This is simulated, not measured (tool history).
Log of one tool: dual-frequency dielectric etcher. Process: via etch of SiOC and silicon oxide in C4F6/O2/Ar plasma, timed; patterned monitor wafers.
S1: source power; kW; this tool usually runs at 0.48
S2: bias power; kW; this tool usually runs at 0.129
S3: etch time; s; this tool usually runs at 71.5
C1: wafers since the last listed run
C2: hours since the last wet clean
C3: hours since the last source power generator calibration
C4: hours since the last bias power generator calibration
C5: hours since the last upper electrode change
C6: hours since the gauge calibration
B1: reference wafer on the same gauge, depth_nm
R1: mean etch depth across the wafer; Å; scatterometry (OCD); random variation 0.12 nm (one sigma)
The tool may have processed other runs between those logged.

run   hour    S1     S2    S3   C1     C2      C3      C4      C5     C6    B1   R1
  1      0  0.48  0.129  71.5    0  268.1  3931.5  5330.7  2297.3   55.1  92.6  783
  2   12.4  0.48  0.129  71.5  148  280.5  3943.9  5343.1  2309.7   67.5  92.6  785
  3   19.5  0.48  0.129  71.5   85  287.6    3951  5350.2  2316.8   74.6  92.6  785
  4   26.3  0.48  0.129  71.5   81  294.4  3957.8    5357  2323.6   81.4  92.5  782
  5   37.9  0.48  0.129  71.5  139    306  3969.4  5368.6  2335.2     93  92.6  782
  6   50.1  0.48  0.129  71.5  146  318.2  3981.6  5380.8  2347.4  105.2  92.6  786
  7   65.9  0.48  0.129  71.5  189    334  3997.4  5396.6  2363.2    121  92.6  783
      93.1  -- wet clean of the chamber
  8   93.6  0.48  0.129  71.5   44    0.5  4025.1  5424.3  2390.9  148.7  92.6  773
  9     94  0.48  0.129  71.5    4    0.9  4025.5  5424.7  2391.3  149.1  92.5  773
 10  103.5  0.54  0.159    63  113   10.4    4035  5434.2  2400.8  158.6  92.6  774
     108.5  -- bias power generator calibrated
 11  113.3   0.4  0.129  71.5   69   20.2  4044.8     4.8  2410.6  168.4  92.6  740

Predict the results of run 12:
 12  128.7  0.48  0.149  51.5  184  35.6  4060.2  20.2  2426  183.8   ?   ?

{"run 12": {"B1": 92.6, "R1": 596}}
Take away the tool's hidden state, keep the run-to-run variation as it was, and the same run would have given R1 597 Å.
